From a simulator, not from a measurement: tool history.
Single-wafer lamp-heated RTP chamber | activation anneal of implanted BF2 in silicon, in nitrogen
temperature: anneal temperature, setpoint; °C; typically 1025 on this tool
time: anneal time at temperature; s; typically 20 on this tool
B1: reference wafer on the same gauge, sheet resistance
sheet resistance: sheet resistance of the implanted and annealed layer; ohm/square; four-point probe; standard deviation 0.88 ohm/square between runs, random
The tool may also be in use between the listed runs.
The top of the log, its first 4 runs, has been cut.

{"run": 5, "hour": 50.3, "temperature": 1004, "time": 20, "B1": 285.07, "sheet resistance": 309.55}
{"run": 6, "hour": 61.3, "temperature": 1004, "time": 20, "B1": 284.74, "sheet resistance": 305.81}
{"run": 7, "hour": 70.5, "temperature": 1025, "time": 26, "B1": 285.4, "sheet resistance": 286.32}
{"run": 8, "hour": 82.2, "temperature": 1025, "time": 26, "B1": 284.69, "sheet resistance": 286.7}
{"run": 9, "hour": 95.2, "temperature": 1025, "time": 26, "B1": 285.1, "sheet resistance": 285.71}
{"run": 10, "hour": 109.3, "temperature": 1025, "time": 20, "B1": 285.17, "sheet resistance": 291.08}
{"run": 11, "hour": 120.4, "temperature": 1025, "time": 20, "B1": 284.4, "sheet resistance": 288.99}
{"run": 12, "hour": 131.2, "temperature": 1025, "time": 20, "B1": 285.31, "sheet resistance": 288.69}
{"run": 13, "hour": 141.5, "temperature": 1025, "time": 20, "B1": 285.33, "sheet resistance": 287.63}
{"run": 14, "hour": 148.0, "temperature": 1037, "time": 20, "B1": 284.63, "sheet resistance": 281.47}
{"hour": 163.5, "done": "pyrometer window cleaned and pyrometer calibrated"}
{"run": 15, "hour": 164.0, "temperature": 1037, "time": 20, "B1": 285.07, "sheet resistance": 289.86}
{"run": 16, "hour": 179.1, "temperature": 1015, "time": 20, "B1": 284.98, "sheet resistance": 304.91}
{"run": 17, "hour": 194.6, "temperature": 1015, "time": 20, "B1": 285.11, "sheet resistance": 302.51}
{"run": 18, "hour": 210.2, "temperature": 1015, "time": 20, "B1": 285.23, "sheet resistance": 300.68}
{"run": 19, "hour": 224.7, "temperature": 1025, "time": 16, "B1": 284.71, "sheet resistance": 297.29}
{"run": 20, "hour": 236.4, "temperature": 1025, "time": 20, "B1": 284.91, "sheet resistance": 292.36}
{"run": 21, "hour": 243.3, "temperature": 1025, "time": 20, "B1": 284.78, "sheet resistance": 290.83}
{"run": 22, "hour": 260.1, "temperature": 1025, "time": 20, "B1": 284.91, "sheet resistance": 289.49}
{"hour": 268.4, "done": "reflector plate cleaned"}
{"hour": 299.6, "done": "pyrometer window cleaned and pyrometer calibrated"}
{"run": 23, "hour": 300.1, "temperature": 1052, "time": 20, "B1": 284.86, "sheet resistance": 281.13}
{"run": 24, "hour": 304.8, "temperature": 1041, "time": 17, "B1": 285.27, "sheet resistance": 292.23}
{"run": 25, "hour": 312.4, "temperature": 1025, "time": 20, "B1": 284.94, "sheet resistance": 298.49}
{"run": 26, "hour": 319.0, "temperature": 1003, "time": 26, "B1": 284.82, "sheet resistance": 309.32}

Estimate the outcome of run 27 from the log above:
{"hour": 352.9, "done": "gauge calibrated"}
{"run": 27, "hour": 372.6, "temperature": 1033, "time": 28, "B1": "?", "sheet resistance": "?"}

B1: 285.07
sheet resistance: 281.05 ohm/square
Minus the tool's unlogged condition, the same run would have read sheet resistance 288.2 ohm/square.
